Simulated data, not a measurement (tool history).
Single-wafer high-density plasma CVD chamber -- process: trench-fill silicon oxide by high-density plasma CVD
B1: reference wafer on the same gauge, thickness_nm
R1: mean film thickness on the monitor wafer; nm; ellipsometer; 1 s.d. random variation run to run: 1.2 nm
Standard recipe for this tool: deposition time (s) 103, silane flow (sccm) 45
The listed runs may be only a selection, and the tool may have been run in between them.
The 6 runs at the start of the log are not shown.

run 7 hour=155.7 | deposition_time_(s)=103 silane_flow_(sccm)=45 | B1=516.790 | R1=433.035
run 8 hour=169.7 | deposition_time_(s)=103 silane_flow_(sccm)=45 | B1=516.432 | R1=432.215
run 9 hour=263.4 | deposition_time_(s)=103 silane_flow_(sccm)=45 | B1=516.751 | R1=430.464
run 10 hour=298.3 | deposition_time_(s)=119 silane_flow_(sccm)=45 | B1=517.093 | R1=502.130
run 11 hour=312.7 | deposition_time_(s)=103 silane_flow_(sccm)=45 | B1=517.387 | R1=432.887
run 12 hour=334.9 | deposition_time_(s)=103 silane_flow_(sccm)=45 | B1=517.450 | R1=432.553
run 13 hour=347.9 | deposition_time_(s)=103 silane_flow_(sccm)=45 | B1=517.058 | R1=432.545
-- hour=350.5 gauge calibrated
run 14 hour=374.5 | deposition_time_(s)=97 silane_flow_(sccm)=42 | B1=517.194 | R1=380.943
-- hour=393.8 silane flow controller replaced
run 15 hour=394.3 | deposition_time_(s)=97 silane_flow_(sccm)=42 | B1=517.208 | R1=409.433
run 16 hour=417.6 | deposition_time_(s)=108 silane_flow_(sccm)=45 | B1=516.872 | R1=485.268
run 17 hour=453.3 | deposition_time_(s)=97 silane_flow_(sccm)=52 | B1=517.139 | R1=503.635
run 18 hour=467.9 | deposition_time_(s)=103 silane_flow_(sccm)=45 | B1=517.020 | R1=462.393
run 19 hour=493.1 | deposition_time_(s)=103 silane_flow_(sccm)=45 | B1=517.056 | R1=463.660
run 20 hour=510.1 | deposition_time_(s)=92 silane_flow_(sccm)=45 | B1=517.046 | R1=411.466
run 21 hour=544.5 | deposition_time_(s)=103 silane_flow_(sccm)=45 | B1=516.738 | R1=460.601
run 22 hour=577.6 | deposition_time_(s)=92 silane_flow_(sccm)=39 | B1=516.942 | R1=356.217

For run 23, what comes out?
run 23 hour=609.2 | deposition_time_(s)=83 silane_flow_(sccm)=41 | B1=? | R1=?

Run 23 yielded B1 516.841, R1 337.144 nm.
On a tool with no hidden condition, and with the same random variation, this run would have come out at R1 337.178 nm.

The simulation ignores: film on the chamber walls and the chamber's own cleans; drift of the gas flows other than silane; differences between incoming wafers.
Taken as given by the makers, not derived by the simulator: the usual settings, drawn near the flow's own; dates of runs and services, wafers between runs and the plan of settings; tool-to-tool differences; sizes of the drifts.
